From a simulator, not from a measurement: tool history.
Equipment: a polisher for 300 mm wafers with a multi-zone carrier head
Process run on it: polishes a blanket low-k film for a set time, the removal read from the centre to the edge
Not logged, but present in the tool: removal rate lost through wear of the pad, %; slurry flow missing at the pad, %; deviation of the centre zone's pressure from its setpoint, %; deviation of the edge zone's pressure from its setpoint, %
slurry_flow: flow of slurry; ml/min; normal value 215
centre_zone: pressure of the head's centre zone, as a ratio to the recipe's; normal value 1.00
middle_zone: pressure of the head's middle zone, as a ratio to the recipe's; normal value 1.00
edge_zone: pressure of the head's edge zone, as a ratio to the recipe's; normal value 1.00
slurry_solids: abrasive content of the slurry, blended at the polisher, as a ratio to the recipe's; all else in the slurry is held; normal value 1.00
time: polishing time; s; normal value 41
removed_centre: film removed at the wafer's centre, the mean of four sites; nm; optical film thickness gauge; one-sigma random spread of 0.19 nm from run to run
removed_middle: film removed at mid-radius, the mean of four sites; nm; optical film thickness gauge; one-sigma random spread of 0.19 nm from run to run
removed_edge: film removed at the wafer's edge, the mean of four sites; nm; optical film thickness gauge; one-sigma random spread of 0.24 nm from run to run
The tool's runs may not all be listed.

run   hour  slurry_flow  centre_zone  middle_zone  edge_zone  slurry_solids  time  wafers since the last listed run  wafers polished on this pad  hours since the slurry nozzle was cleaned  hours since the centre zone pressure was calibrated  hours since the edge zone pressure was calibrated  hours since the carrier head's membrane was replaced  incoming thickness of the incoming film, nm  removed_centre  removed_middle  removed_edge
  1    0.0          215         1.00         0.92       1.00           1.00    41                                 0                          839                                      472.2                                               1136.2                                               83.0                                                1848.8                                        723.9            16.3            17.7          19.6
      18.7  -- worn pad replaced by a new one
  2   19.2          215         1.00         0.92       1.00           1.00    41                               169                            6                                      491.4                                               1155.4                                              102.2                                                1868.0                                        704.3            16.3            17.8          19.0
  3   26.9          215         1.00         0.92       1.00           1.00    41                                85                           91                                      499.1                                               1163.1                                              109.9                                                1875.7                                        726.6            16.2            18.0          19.8
      43.0  -- centre zone pressure recalibrated
  4   43.5          215         1.00         1.00       1.00           1.00    41                               162                          254                                      515.7                                                  0.5                                              126.5                                                1892.3                                        710.5            18.5            19.1          19.3
  5   59.7          215         1.00         1.00       1.00           1.00    41                               180                          434                                      531.9                                                 16.7                                              142.7                                                1908.5                                        710.1            18.7            19.0          19.2
  6   77.0          190         1.10         0.95       1.00           1.00    41                               192                          627                                      549.2                                                 34.0                                              160.0                                                1925.8                                        713.9            19.7            18.2          19.2
  7   91.1          215         0.97         0.91       1.00           1.00    37                               156                          783                                      563.3                                                 48.1                                              174.1                                                1939.9                                        727.3            16.5            15.6          17.7
     105.3  -- slurry nozzle cleaned
  8  107.3          215         1.00         1.00       1.00           1.00    41                               169                          953                                        2.0                                                 64.3                                              190.3                                                1956.1                                        733.4            18.5            19.1          19.1
     118.4  -- worn pad replaced by a new one
  9  125.2          235         0.91         1.06       1.00           1.00    41                               154                           76                                       19.9                                                 82.2                                              208.2                                                1974.0                                        733.1            17.0            20.1          19.4
     138.6  -- carrier head's membrane replaced by a new one
 10  142.8          215         1.00         1.00       0.96           1.00    41                               140                          216                                       37.5                                                 99.8                                              225.8                                                   4.2                                        708.4            18.3            19.1          18.9
 11  159.7          190         1.05         1.04       1.00           1.00    30                               188                          404                                       54.4                                                116.7                                              242.7                                                  21.1                                        708.7            13.9            14.2          13.9

Predict the results of run 12:
 12  165.9          215         1.11         1.00       1.00           1.15    41                                69                          473                                       60.6                                                122.9                                              248.9                                                  27.3                                        719.4               ?               ?             ?

{"run 12": {"removed_centre": 21.3, "removed_middle": 19.6, "removed_edge": 20.2}}
The same run, on a tool lacking any hidden state, would have yielded removed_centre 21.5 nm, removed_middle 19.6 nm, removed_edge 20.2 nm.

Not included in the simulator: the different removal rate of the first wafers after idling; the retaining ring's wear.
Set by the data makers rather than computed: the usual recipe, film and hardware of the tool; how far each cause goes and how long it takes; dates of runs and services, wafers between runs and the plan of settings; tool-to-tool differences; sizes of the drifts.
